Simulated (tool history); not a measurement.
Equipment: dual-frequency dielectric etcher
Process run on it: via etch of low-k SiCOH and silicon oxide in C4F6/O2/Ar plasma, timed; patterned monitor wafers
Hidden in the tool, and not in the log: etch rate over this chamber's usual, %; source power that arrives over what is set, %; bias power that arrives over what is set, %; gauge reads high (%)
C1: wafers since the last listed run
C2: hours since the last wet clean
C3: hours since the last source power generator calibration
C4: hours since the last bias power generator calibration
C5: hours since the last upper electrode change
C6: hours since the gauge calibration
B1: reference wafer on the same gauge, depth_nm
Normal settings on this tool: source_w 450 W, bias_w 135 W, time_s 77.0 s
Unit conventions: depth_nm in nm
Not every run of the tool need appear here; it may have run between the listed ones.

Run 1, day 0.000: usual settings; C1 0; C2 372.3; C3 2361.0; C4 1799.9; C5 3365.7; C6 1187.7; B1 171.0. Result: depth_nm 200.4 nm.
Run 2, day 1.942: usual settings; C1 414; C2 418.9; C3 2407.6; C4 1846.5; C5 3412.3; C6 1234.3; B1 171.0. Result: depth_nm 199.8 nm.
Run 3, day 3.675: usual settings; C1 369; C2 460.5; C3 2449.2; C4 1888.1; C5 3453.9; C6 1275.9; B1 171.1. Result: depth_nm 199.6 nm.
At day 5.754: gauge calibrated.
At day 6.358: wet clean of the chamber.
Run 4, day 8.129: usual settings but time_s 83.0 s; C1 737; C2 42.5; C3 2556.1; C4 1995.0; C5 3560.8; C6 57.0; B1 171.0. Result: depth_nm 217.7 nm.
Run 5, day 12.267: usual settings but time_s 83.0 s; C1 883; C2 141.8; C3 2655.4; C4 2094.3; C5 3660.1; C6 156.3; B1 171.1. Result: depth_nm 216.7 nm.
Run 6, day 15.275: usual settings but time_s 83.0 s; C1 642; C2 214.0; C3 2727.6; C4 2166.5; C5 3732.3; C6 228.5; B1 170.8. Result: depth_nm 217.9 nm.
Run 7, day 18.438: usual settings but time_s 70.0 s; C1 675; C2 289.9; C3 2803.5; C4 2242.4; C5 3808.2; C6 304.4; B1 171.1. Result: depth_nm 181.8 nm.
Run 8, day 21.692: usual settings but time_s 70.0 s; C1 694; C2 368.0; C3 2881.6; C4 2320.5; C5 3886.3; C6 382.5; B1 171.1. Result: depth_nm 180.9 nm.
Run 9, day 26.525: usual settings but time_s 94.0 s; C1 1031; C2 484.0; C3 2997.6; C4 2436.5; C5 4002.3; C6 498.5; B1 170.9. Result: depth_nm 242.9 nm.
At day 28.275: wet clean of the chamber.
Run 10, day 29.246: usual settings but time_s 94.0 s; C1 367; C2 23.3; C3 3062.9; C4 2501.8; C5 4067.6; C6 563.8; B1 171.0. Result: depth_nm 247.1 nm.
At day 37.925: source power generator calibrated.
Run 11, day 40.354: usual settings but time_s 94.0 s; C1 2335; C2 289.9; C3 58.3; C4 2768.4; C5 4334.2; C6 830.4; B1 170.8. Result: depth_nm 246.1 nm.
At day 41.567: bias power generator calibrated.
Run 12, day 43.029: usual settings but time_s 88.0 s; C1 535; C2 354.1; C3 122.5; C4 35.1; C5 4398.4; C6 894.6; B1 170.9. Result: depth_nm 229.5 nm.
Run 13, day 46.167: usual settings but time_s 88.0 s; C1 669; C2 429.4; C3 197.8; C4 110.4; C5 4473.7; C6 969.9; B1 171.0. Result: depth_nm 228.3 nm.
Run 14, day 48.958: usual settings; C1 595; C2 496.4; C3 264.8; C4 177.4; C5 4540.7; C6 1036.9; B1 170.9. Result: depth_nm 199.1 nm.
At day 51.192: wet clean of the chamber.
Run 15, day 53.329: usual settings but source_w 540 W, bias_w 156 W, time_s 61.5 s; C1 719; C2 51.3; C3 369.7; C4 282.3; C5 4645.6; C6 1141.8; B1 171.0. Result: depth_nm 174.0 nm.

Estimate the outcome of run 16 from the log above:
Run 16, day 55.696: usual settings but source_w 520 W, bias_w 112 W, time_s 97.0 s; C1 505; C2 108.1; C3 426.5; C4 339.1; C5 4702.4; C6 1198.6; B1 ?. Result: depth_nm ?.

B1: 171.2
depth_nm: 249.3 nm
On a tool with no hidden condition, and with the same random variation, this run would have come out at depth_nm 250.1 nm.
